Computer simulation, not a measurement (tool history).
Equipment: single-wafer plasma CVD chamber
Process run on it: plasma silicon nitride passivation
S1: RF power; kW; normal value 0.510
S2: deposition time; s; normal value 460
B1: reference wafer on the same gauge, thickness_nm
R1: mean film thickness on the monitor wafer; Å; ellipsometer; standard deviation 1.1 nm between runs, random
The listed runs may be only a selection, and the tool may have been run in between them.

| run | hour | S1 | S2 | B1 | R1 |
|---|---|---|---|---|---|
| 1 | 0.0 | 0.510 | 460 | 484.660 | 5979.92 |
| 2 | 36.4 | 0.510 | 460 | 484.910 | 5960.05 |
|  | 73.8 | gauge calibrated |
| 3 | 108.1 | 0.510 | 460 | 485.051 | 5947.43 |
| 4 | 164.4 | 0.510 | 460 | 485.137 | 5946.58 |
|  | 232.8 | RF generator calibrated |
| 5 | 235.0 | 0.510 | 460 | 484.878 | 6046.29 |
| 6 | 297.4 | 0.510 | 460 | 484.794 | 6036.10 |
|  | 321.0 | showerhead replaced |
| 7 | 346.0 | 0.560 | 460 | 484.837 | 6226.05 |
| 8 | 395.7 | 0.510 | 460 | 484.822 | 6023.84 |
| 9 | 438.0 | 0.510 | 460 | 485.192 | 6068.73 |
|  | 443.2 | gauge calibrated |
| 10 | 464.5 | 0.610 | 549 | 485.163 | 7578.52 |
| 11 | 517.2 | 0.445 | 504 | 484.971 | 6380.05 |
| 12 | 599.0 | 0.510 | 523 | 485.083 | 6869.36 |
| 13 | 625.9 | 0.585 | 500 | 485.159 | 6793.25 |
| 14 | 675.0 | 0.575 | 406 | 484.976 | 5497.30 |

Exercise: give the hidden state of the tool at every run:
gauge reads high (%): 0, the same for each run
H1: delivered RF power above the setpoint (%)
| run | H1 |
|---|---|
| 1 | -4.92 |
| 2 | -5.18 |
| 3 | -5.72 |
| 4 | -6.16 |
| 5 | -0.265 |
| 6 | -0.277 |
| 7 | -0.302 |
| 8 | -0.341 |
| 9 | -0.386 |
| 10 | -0.419 |
| 11 | -0.497 |
| 12 | -0.65 |
| 13 | -0.709 |
| 14 | -0.826 |
